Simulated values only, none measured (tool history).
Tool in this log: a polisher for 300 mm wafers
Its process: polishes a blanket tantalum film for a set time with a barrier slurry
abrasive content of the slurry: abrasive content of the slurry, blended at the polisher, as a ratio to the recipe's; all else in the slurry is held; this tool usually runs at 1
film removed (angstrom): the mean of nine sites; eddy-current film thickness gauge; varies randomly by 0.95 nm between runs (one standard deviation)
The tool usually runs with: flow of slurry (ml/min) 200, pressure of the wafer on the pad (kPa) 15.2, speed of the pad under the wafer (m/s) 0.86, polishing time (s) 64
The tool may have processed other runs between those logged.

run   hour  flow of slurry (ml/min)  pressure of the wafer on the pad (kPa)  speed of the pad under the wafer (m/s)  abrasive content of the slurry  polishing time (s)  wafers since the last listed run  wafers polished on this pad  hours since the slurry nozzle was cleaned  hours since the head pressure was calibrated  hours since the slurry blender was calibrated  incoming thickness of the incoming film, nm  film removed (angstrom)
  1      0                      200                                    15.2                                    0.86                               1                  64                                 0                           96                                      300.8                                        1469.5                                           66.4                                        278.4                     1064
  2   16.5                      200                                    17.2                                    0.86                               1                  74                               121                          217                                      317.3                                          1486                                           82.9                                        278.9                     1346
  3   23.2                      200                                    17.2                                    0.86                               1                  74                                49                          266                                        324                                        1492.7                                           89.6                                        281.2                     1359
  4   35.9                      200                                    15.2                                    0.86                               1                  64                                93                          359                                      336.7                                        1505.4                                          102.3                                        276.7                     1058
  5   42.8                      200                                    15.2                                    0.86                               1                  64                                50                          410                                      343.6                                        1512.3                                          109.2                                          281                     1035
  6   52.8                      200                                    15.2                                    0.86                               1                  64                                73                          483                                      353.6                                        1522.3                                          119.2                                        282.6                     1046
  7   61.2                      200                                    15.2                                    0.86                               1                  64                                61                          545                                        362                                        1530.7                                          127.6                                        279.1                     1050
  8   72.2                      200                                    15.2                                    0.86                               1                  64                                80                          625                                        373                                        1541.7                                          138.6                                        280.5                     1040
      78.3  -- worn pad replaced by a new one
  9   83.9                      200                                    15.2                                    0.86                               1                  81                                56                           41                                      384.7                                        1553.4                                          150.3                                        280.9                     1309
 10   91.5                      130                                    20.7                                    0.86                               1                  64                                55                           96                                      392.3                                          1561                                          157.9                                        278.6                     1237
     106.9  -- slurry nozzle cleaned
     107.7  -- head pressure recalibrated
 11  108.2                      220                                    15.2                                    0.58                            1.25                  44                               108                          205                                        1.3                                           0.5                                          174.6                                        279.4                      519
 12  124.8                      140                                    15.2                                    0.86                             0.7                  64                               121                          327                                       17.9                                          17.1                                          191.2                                        277.9                      775
     132.6  -- slurry blender recalibrated
 13  139.2                      140                                    17.9                                    0.86                             1.2                  72                                90                          418                                       32.3                                          31.5                                            6.6                                        284.4                     1190
       149  -- slurry nozzle cleaned, repeated, since the last time left the tool worse
 14  149.5                      200                                    17.2                                    0.86                               1                  74                                68                          486                                        0.5                                          41.8                                           16.9                                        280.1                     1418
 15  161.3                      200                                    15.2                                    0.86                               1                  64                                86                          573                                       12.3                                          53.6                                           28.7                                          285                     1103
 16  169.1                      200                                    15.2                                    0.86                               1                  64                                57                          630                                       20.1                                          61.4                                           36.5                                        273.5                     1096
     174.1  -- worn pad replaced by a new one
 17  186.9                      170                                    10.3                                     1.1                               1                  64                               101                           93                                       37.9                                          79.2                                           54.3                                        280.8                      952

Each row is a separate what-if for the run after 17, all from the same tool condition, not one after another. Results?
  A  187.3                      200                                    15.2                                    0.86                               1                  64                                 2                           96                                       38.3                                          79.6                                           54.7                                        278.4                        ?
  B  187.3                      145                                    15.2                                    0.96                               1                  64                                 2                           96                                       38.3                                          79.6                                           54.7                                        278.4                        ?
  C  187.3                      270                                    15.2                                    0.86                             0.9                  45                                 2                           96                                       38.3                                          79.6                                           54.7                                        278.4                        ?
  D  187.3                      230                                    12.4                                    1.14                               1                  64                                 2                           96                                       38.3                                          79.6                                           54.7                                        278.4                        ?

run  film removed (angstrom)
  A                     1094
  B                     1143
  C                      772
  D                     1198
With the hidden condition removed and each run's random variation left untouched, the same runs would have given:
run  film removed (angstrom)
  A                     1107
  B                     1161
  C                      779
  D                     1210

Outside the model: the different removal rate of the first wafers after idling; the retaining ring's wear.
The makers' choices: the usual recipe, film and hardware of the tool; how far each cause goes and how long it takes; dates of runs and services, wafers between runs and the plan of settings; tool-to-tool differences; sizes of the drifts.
